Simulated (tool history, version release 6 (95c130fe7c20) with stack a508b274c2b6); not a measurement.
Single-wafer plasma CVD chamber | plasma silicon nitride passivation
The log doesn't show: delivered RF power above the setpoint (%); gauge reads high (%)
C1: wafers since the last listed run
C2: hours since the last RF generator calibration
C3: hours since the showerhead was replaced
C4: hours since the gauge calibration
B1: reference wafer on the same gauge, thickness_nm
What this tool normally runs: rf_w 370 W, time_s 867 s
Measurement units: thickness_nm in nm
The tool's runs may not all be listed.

Run 1, hour 0.0: usual settings; C1 0; C2 1186.3; C3 6340.0; C4 412.4; B1 1119.521. Result: thickness_nm 1152.074 nm.
Run 2, hour 13.7: usual settings; C1 23; C2 1200.0; C3 6353.7; C4 426.1; B1 1120.672. Result: thickness_nm 1149.267 nm.
Run 3, hour 20.7: usual settings; C1 11; C2 1207.0; C3 6360.7; C4 433.1; B1 1120.093. Result: thickness_nm 1148.835 nm.
Run 4, hour 47.1: usual settings; C1 44; C2 1233.4; C3 6387.1; C4 459.5; B1 1119.904. Result: thickness_nm 1152.458 nm.
Run 5, hour 58.2: usual settings but time_s 933 s; C1 18; C2 1244.5; C3 6398.2; C4 470.6; B1 1120.110. Result: thickness_nm 1240.933 nm.
Run 6, hour 69.7: usual settings; C1 19; C2 1256.0; C3 6409.7; C4 482.1; B1 1119.924. Result: thickness_nm 1149.396 nm.
Run 7, hour 83.7: usual settings; C1 23; C2 1270.0; C3 6423.7; C4 496.1; B1 1119.534. Result: thickness_nm 1150.867 nm.
Run 8, hour 90.0: usual settings but rf_w 330 W, time_s 823 s; C1 10; C2 1276.3; C3 6430.0; C4 502.4; B1 1120.164. Result: thickness_nm 1067.089 nm.
Run 9, hour 107.7: usual settings but rf_w 330 W, time_s 823 s; C1 30; C2 1294.0; C3 6447.7; C4 520.1; B1 1119.775. Result: thickness_nm 1065.760 nm.
Run 10, hour 122.8: usual settings but time_s 982 s; C1 25; C2 1309.1; C3 6462.8; C4 535.2; B1 1120.489. Result: thickness_nm 1302.940 nm.
Run 11, hour 133.5: usual settings; C1 18; C2 1319.8; C3 6473.5; C4 545.9; B1 1120.413. Result: thickness_nm 1150.482 nm.
Run 12, hour 145.8: usual settings but time_s 748 s; C1 20; C2 1332.1; C3 6485.8; C4 558.2; B1 1120.624. Result: thickness_nm 994.334 nm.
Run 13, hour 159.7: usual settings but time_s 748 s; C1 23; C2 1346.0; C3 6499.7; C4 572.1; B1 1119.909. Result: thickness_nm 990.884 nm.
Run 14, hour 171.7: usual settings but time_s 748 s; C1 20; C2 1358.0; C3 6511.7; C4 584.1; B1 1119.927. Result: thickness_nm 988.946 nm.
Run 15, hour 183.7: usual settings but time_s 755 s; C1 20; C2 1370.0; C3 6523.7; C4 596.1; B1 1119.844. Result: thickness_nm 1003.423 nm.
At hour 193.5: gauge calibrated.
Run 16, hour 198.4: usual settings but time_s 755 s; C1 24; C2 1384.7; C3 6538.4; C4 4.9; B1 1119.120. Result: thickness_nm 999.886 nm.
Run 17, hour 204.8: usual settings but time_s 755 s; C1 10; C2 1391.1; C3 6544.8; C4 11.3; B1 1120.500. Result: thickness_nm 1002.691 nm.
Run 18, hour 211.0: usual settings but time_s 770 s; C1 10; C2 1397.3; C3 6551.0; C4 17.5; B1 1119.544. Result: thickness_nm 1018.468 nm.
Run 19, hour 220.5: usual settings; C1 16; C2 1406.8; C3 6560.5; C4 27.0; B1 1119.662. Result: thickness_nm 1146.837 nm.
Run 20, hour 229.9: usual settings; C1 15; C2 1416.2; C3 6569.9; C4 36.4; B1 1119.491. Result: thickness_nm 1147.395 nm.
Run 21, hour 268.8: usual settings; C1 66; C2 1455.1; C3 6608.8; C4 75.3; B1 1120.102. Result: thickness_nm 1147.603 nm.
Run 22, hour 298.9: usual settings; C1 51; C2 1485.2; C3 6638.9; C4 105.4; B1 1119.977. Result: thickness_nm 1147.060 nm.
Run 23, hour 315.4: usual settings but time_s 787 s; C1 28; C2 1501.7; C3 6655.4; C4 121.9; B1 1120.234. Result: thickness_nm 1041.999 nm.
At hour 325.2: showerhead replaced.
Run 24, hour 331.2: usual settings but rf_w 405 W; C1 13; C2 1517.5; C3 6.0; C4 137.7; B1 1119.917. Result: thickness_nm 1168.402 nm.
Run 25, hour 337.8: usual settings; C1 11; C2 1524.1; C3 12.6; C4 144.3; B1 1120.281. Result: thickness_nm 1147.719 nm.
Run 26, hour 353.6: usual settings but rf_w 430 W, time_s 1001 s; C1 26; C2 1539.9; C3 28.4; C4 160.1; B1 1119.340. Result: thickness_nm 1363.835 nm.
Run 27, hour 365.5: usual settings but rf_w 305 W; C1 20; C2 1551.8; C3 40.3; C4 172.0; B1 1119.238. Result: thickness_nm 1102.139 nm.
At hour 385.0: RF generator calibrated.
Run 28, hour 385.5: usual settings; C1 20; C2 0.5; C3 60.3; C4 192.0; B1 1119.419. Result: thickness_nm 1138.454 nm.
Run 29, hour 423.1: usual settings but rf_w 415 W; C1 63; C2 38.1; C3 97.9; C4 229.6; B1 1119.986. Result: thickness_nm 1163.583 nm.
Run 30, hour 440.8: usual settings but rf_w 400 W, time_s 1015 s; C1 30; C2 55.8; C3 115.6; C4 247.3; B1 1119.951. Result: thickness_nm 1351.913 nm.
Run 31, hour 454.8: usual settings but time_s 1012 s; C1 23; C2 69.8; C3 129.6; C4 261.3; B1 1120.099. Result: thickness_nm 1323.471 nm.
Run 32, hour 470.7: usual settings but rf_w 310 W, time_s 815 s; C1 27; C2 85.7; C3 145.5; C4 277.2; B1 1120.124. Result: thickness_nm 1031.086 nm.
Run 33, hour 481.9: usual settings but rf_w 345 W, time_s 703 s; C1 19; C2 96.9; C3 156.7; C4 288.4; B1 1119.853. Result: thickness_nm 906.743 nm.
At hour 498.7: RF generator calibrated, repeated, since the last time left the tool worse.
Run 34, hour 499.2: usual settings; C1 15; C2 0.5; C3 174.0; C4 305.7; B1 1119.252. Result: thickness_nm 1164.257 nm.
Run 35, hour 504.4: usual settings but rf_w 350 W, time_s 980 s; C1 8; C2 5.7; C3 179.2; C4 310.9; B1 1119.372. Result: thickness_nm 1296.784 nm.
Run 36, hour 512.0: usual settings; C1 12; C2 13.3; C3 186.8; C4 318.5; B1 1120.197. Result: thickness_nm 1159.356 nm.
Run 37, hour 519.1: usual settings but time_s 705 s; C1 12; C2 20.4; C3 193.9; C4 325.6; B1 1120.297. Result: thickness_nm 946.003 nm.
Run 38, hour 528.9: usual settings; C1 16; C2 30.2; C3 203.7; C4 335.4; B1 1119.571. Result: thickness_nm 1160.621 nm.
Run 39, hour 542.2: usual settings; C1 22; C2 43.5; C3 217.0; C4 348.7; B1 1119.974. Result: thickness_nm 1161.312 nm.
Run 40, hour 579.0: usual settings but time_s 771 s; C1 62; C2 80.3; C3 253.8; C4 385.5; B1 1120.633. Result: thickness_nm 1030.449 nm.
Run 41, hour 593.8: usual settings but rf_w 330 W, time_s 959 s; C1 25; C2 95.1; C3 268.6; C4 400.3; B1 1119.802. Result: thickness_nm 1258.641 nm.
Run 42, hour 608.1: usual settings but time_s 748 s; C1 24; C2 109.4; C3 282.9; C4 414.6; B1 1119.907. Result: thickness_nm 1001.578 nm.
Run 43, hour 618.6: usual settings but rf_w 400 W, time_s 957 s; C1 17; C2 119.9; C3 293.4; C4 425.1; B1 1120.191. Result: thickness_nm 1301.544 nm.
Run 44, hour 632.9: usual settings but time_s 748 s; C1 24; C2 134.2; C3 307.7; C4 439.4; B1 1119.225. Result: thickness_nm 1003.614 nm.

Hidden state or all else? Some run-to-run changes of thickness_nm, split into what the settings, what came in and random variation would give without the hidden state, and what is left for the hidden state (with any gauge scatter that isn't in both results):
Run 27 -> 28: rf_w 305 -> 370, RF generator calibrated. thickness_nm +36.315 nm: hidden state -11.225, all else +47.540.
Run 31 -> 32: rf_w 370 -> 310, time_s 1012 -> 815. thickness_nm -292.385 nm: hidden state +6.529, all else -298.914.
Run 33 -> 34: rf_w 345 -> 370, time_s 703 -> 867, RF generator calibrated, repeated, since the last time left the tool worse. thickness_nm +257.514 nm: hidden state +20.190, all else +237.324.
Run 42 -> 43: rf_w 370 -> 400, time_s 748 -> 957. thickness_nm +299.966 nm: hidden state -0.062, all else +300.028.
Run 43 -> 44: rf_w 400 -> 370, time_s 957 -> 748. thickness_nm -297.930 nm: hidden state +0.034, all else -297.964.

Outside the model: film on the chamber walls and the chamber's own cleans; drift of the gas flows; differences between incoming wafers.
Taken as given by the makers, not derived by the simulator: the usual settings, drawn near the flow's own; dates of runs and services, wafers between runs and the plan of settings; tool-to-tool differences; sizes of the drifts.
